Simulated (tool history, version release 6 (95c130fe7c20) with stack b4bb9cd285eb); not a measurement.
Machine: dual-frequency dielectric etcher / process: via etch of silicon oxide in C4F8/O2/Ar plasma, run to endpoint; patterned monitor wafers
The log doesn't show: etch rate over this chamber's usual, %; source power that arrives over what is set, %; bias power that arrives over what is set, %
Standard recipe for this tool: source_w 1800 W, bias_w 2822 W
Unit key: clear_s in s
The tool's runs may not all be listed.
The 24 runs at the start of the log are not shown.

run,hour,source_w,bias_w,wafers since the last listed run,hours since the last wet clean,hours since the last source power generator calibration,hours since the last bias power generator calibration,hours since the last upper electrode change,"incoming incoming film thickness, nm",clear_s
25,1974.5,1370,3126,245,56.6,756.2,95.8,1392.9,1909.5,417.4
26,2017.8,1800,2571,237,99.9,799.5,139.1,1436.2,1896.9,388.4
27,2064.9,1920,3201,258,147.0,846.6,186.2,1483.3,1901.2,349.8
28,2163.5,1570,3085,541,245.6,945.2,284.8,1581.9,1888.7,381.3
29,2259.0,1540,2339,524,341.1,1040.7,380.3,1677.4,1907.9,432.0
30,2355.6,1470,2410,530,437.7,1137.3,476.9,1774.0,1881.4,434.2
31,2423.1,1500,2822,370,505.2,1204.8,544.4,1841.5,1898.2,411.2
32,2509.9,1800,2822,476,592.0,1291.6,631.2,1928.3,1891.1,366.2
# hour 2543.6: wet clean of the chamber
33,2555.6,1610,3146,119,12.0,1337.3,676.9,1974.0,1882.5,376.2
34,2601.6,1680,3216,252,58.0,1383.3,722.9,2020.0,1886.3,364.8
35,2707.2,1560,2566,579,163.6,1488.9,828.5,2125.6,1893.9,412.0
36,2808.5,1930,2425,555,264.9,1590.2,929.8,2226.9,1884.5,374.1

Predict each of these 3 candidate next runs independently; none follows another, all start after run 36:
A,2809.0,1800,3230,2,265.4,1590.7,930.3,2227.4,1897.5,?
B,2809.0,1350,3445,2,265.4,1590.7,930.3,2227.4,1897.5,?
C,2809.0,1670,2822,2,265.4,1590.7,930.3,2227.4,1897.5,?

run,clear_s
A,356.4
B,404.3
C,387.0
With the hidden condition removed and each run's random variation left untouched, the same runs would have given:
run,clear_s
A,364.1
B,412.8
C,395.3
